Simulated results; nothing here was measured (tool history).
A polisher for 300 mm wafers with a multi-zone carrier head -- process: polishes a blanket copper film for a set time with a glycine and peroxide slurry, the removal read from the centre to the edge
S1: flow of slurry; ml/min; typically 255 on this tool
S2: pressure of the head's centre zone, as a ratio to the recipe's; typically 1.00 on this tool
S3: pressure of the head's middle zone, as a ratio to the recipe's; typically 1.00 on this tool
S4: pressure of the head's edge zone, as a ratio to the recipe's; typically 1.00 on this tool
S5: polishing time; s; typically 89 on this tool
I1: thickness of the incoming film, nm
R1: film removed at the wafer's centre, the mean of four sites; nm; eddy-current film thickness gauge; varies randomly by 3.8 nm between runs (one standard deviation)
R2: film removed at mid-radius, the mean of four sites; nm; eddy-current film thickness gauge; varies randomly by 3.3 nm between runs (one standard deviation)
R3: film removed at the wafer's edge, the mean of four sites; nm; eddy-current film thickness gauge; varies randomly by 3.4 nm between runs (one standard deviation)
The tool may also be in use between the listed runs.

{"run": 1, "hour": 0.0, "S1": 255, "S2": 1.0, "S3": 1.0, "S4": 1.0, "S5": 89, "I1": 2393.0, "R1": 450.7, "R2": 410.7, "R3": 414.1}
{"run": 2, "hour": 38.2, "S1": 255, "S2": 1.0, "S3": 1.0, "S4": 1.0, "S5": 89, "I1": 2371.0, "R1": 451.3, "R2": 409.2, "R3": 416.0}
{"run": 3, "hour": 76.1, "S1": 200, "S2": 1.0, "S3": 1.0, "S4": 1.05, "S5": 89, "I1": 2316.1, "R1": 436.0, "R2": 398.4, "R3": 414.5}
{"hour": 116.2, "done": "centre zone pressure recalibrated"}
{"hour": 121.6, "done": "worn pad replaced by a new one"}
{"run": 4, "hour": 154.7, "S1": 255, "S2": 1.0, "S3": 1.0, "S4": 1.0, "S5": 71, "I1": 2389.3, "R1": 322.0, "R2": 327.4, "R3": 335.0}
{"run": 5, "hour": 257.5, "S1": 255, "S2": 1.0, "S3": 1.0, "S4": 1.0, "S5": 71, "I1": 2378.3, "R1": 326.8, "R2": 322.5, "R3": 325.7}
{"hour": 278.1, "done": "carrier head's membrane replaced by a new one"}
{"run": 6, "hour": 344.7, "S1": 255, "S2": 1.0, "S3": 1.0, "S4": 1.0, "S5": 71, "I1": 2343.8, "R1": 323.2, "R2": 316.1, "R3": 323.0}
{"run": 7, "hour": 384.9, "S1": 255, "S2": 1.0, "S3": 1.0, "S4": 1.0, "S5": 89, "I1": 2362.4, "R1": 405.5, "R2": 389.9, "R3": 394.0}
{"hour": 417.1, "done": "edge zone pressure recalibrated"}
{"hour": 449.4, "done": "slurry nozzle cleaned"}
{"hour": 482.9, "done": "worn pad replaced by a new one"}
{"run": 8, "hour": 483.4, "S1": 255, "S2": 1.0, "S3": 1.0, "S4": 1.0, "S5": 89, "I1": 2348.0, "R1": 437.1, "R2": 414.9, "R3": 413.6}
{"run": 9, "hour": 553.2, "S1": 255, "S2": 1.1, "S3": 1.12, "S4": 1.0, "S5": 108, "I1": 2380.7, "R1": 590.2, "R2": 549.1, "R3": 511.0}
{"run": 10, "hour": 620.7, "S1": 340, "S2": 1.03, "S3": 1.0, "S4": 1.0, "S5": 89, "I1": 2350.0, "R1": 468.7, "R2": 430.2, "R3": 428.0}
{"run": 11, "hour": 657.6, "S1": 255, "S2": 1.09, "S3": 1.0, "S4": 0.89, "S5": 89, "I1": 2391.7, "R1": 483.7, "R2": 409.2, "R3": 397.6}
{"run": 12, "hour": 759.8, "S1": 255, "S2": 1.0, "S3": 1.0, "S4": 1.0, "S5": 89, "I1": 2400.8, "R1": 439.0, "R2": 401.2, "R3": 414.7}
{"run": 13, "hour": 819.2, "S1": 340, "S2": 1.0, "S3": 1.0, "S4": 0.95, "S5": 111, "I1": 2350.5, "R1": 560.1, "R2": 524.0, "R3": 510.0}
{"run": 14, "hour": 883.2, "S1": 255, "S2": 1.0, "S3": 1.0, "S4": 1.0, "S5": 71, "I1": 2359.1, "R1": 334.9, "R2": 311.9, "R3": 321.2}
{"hour": 905.6, "done": "worn pad replaced by a new one"}
{"run": 15, "hour": 942.5, "S1": 320, "S2": 1.07, "S3": 0.89, "S4": 0.9, "S5": 89, "I1": 2365.1, "R1": 453.4, "R2": 362.8, "R3": 381.1}
{"hour": 962.7, "done": "slurry nozzle cleaned"}
{"hour": 963.1, "done": "centre zone pressure recalibrated"}
{"run": 16, "hour": 1015.4, "S1": 255, "S2": 0.9, "S3": 1.0, "S4": 1.0, "S5": 89, "I1": 2370.0, "R1": 378.1, "R2": 416.5, "R3": 419.5}
{"hour": 1061.4, "done": "carrier head's membrane replaced by a new one"}
{"run": 17, "hour": 1101.6, "S1": 255, "S2": 1.0, "S3": 1.0, "S4": 1.0, "S5": 109, "I1": 2393.6, "R1": 521.9, "R2": 503.4, "R3": 514.9}
{"run": 18, "hour": 1176.4, "S1": 255, "S2": 1.0, "S3": 1.0, "S4": 1.08, "S5": 89, "I1": 2362.0, "R1": 425.5, "R2": 409.9, "R3": 431.2}
{"hour": 1233.5, "done": "edge zone pressure recalibrated"}
{"run": 19, "hour": 1267.5, "S1": 255, "S2": 1.0, "S3": 1.0, "S4": 1.0, "S5": 89, "I1": 2325.6, "R1": 430.7, "R2": 411.1, "R3": 412.0}
{"run": 20, "hour": 1305.1, "S1": 255, "S2": 1.0, "S3": 1.0, "S4": 1.0, "S5": 89, "I1": 2351.1, "R1": 430.2, "R2": 404.9, "R3": 402.5}
{"hour": 1322.3, "done": "worn pad replaced by a new one"}
{"run": 21, "hour": 1370.4, "S1": 280, "S2": 1.0, "S3": 1.11, "S4": 1.0, "S5": 100, "I1": 2310.1, "R1": 485.0, "R2": 494.1, "R3": 454.5}
{"run": 22, "hour": 1419.6, "S1": 290, "S2": 1.0, "S3": 1.0, "S4": 1.0, "S5": 89, "I1": 2317.7, "R1": 431.3, "R2": 396.8, "R3": 408.6}

Consider 4 possible next runs. They are alternatives, not a sequence: every one starts from the tool as it was left by run 22. What does each give?
{"run": "A", "hour": 1420.0, "S1": 255, "S2": 1.0, "S3": 1.0, "S4": 1.0, "S5": 100, "I1": 2355.1, "R1": "?", "R2": "?", "R3": "?"}
{"run": "B", "hour": 1420.0, "S1": 255, "S2": 1.0, "S3": 0.89, "S4": 0.92, "S5": 89, "I1": 2355.1, "R1": "?", "R2": "?", "R3": "?"}
{"run": "C", "hour": 1420.0, "S1": 280, "S2": 1.05, "S3": 1.0, "S4": 1.0, "S5": 89, "I1": 2355.1, "R1": "?", "R2": "?", "R3": "?"}
{"run": "D", "hour": 1420.0, "S1": 255, "S2": 1.0, "S3": 1.0, "S4": 0.88, "S5": 89, "I1": 2355.1, "R1": "?", "R2": "?", "R3": "?"}

run=A R1=468.1 R2=437.1 R3=454.6
run=B R1=416.3 R2=352.9 R3=389.5
run=C R1=445.5 R2=395.2 R3=409.4
run=D R1=416.6 R2=389.1 R3=381.1
With the hidden condition removed and each run's random variation left untouched, the same runs would have given:
run=A R1=462.8 R2=464.2 R3=475.2
run=B R1=411.5 R2=374.8 R3=407.2
run=C R1=437.8 R2=417.5 R3=426.4
run=D R1=411.9 R2=413.2 R3=398.4

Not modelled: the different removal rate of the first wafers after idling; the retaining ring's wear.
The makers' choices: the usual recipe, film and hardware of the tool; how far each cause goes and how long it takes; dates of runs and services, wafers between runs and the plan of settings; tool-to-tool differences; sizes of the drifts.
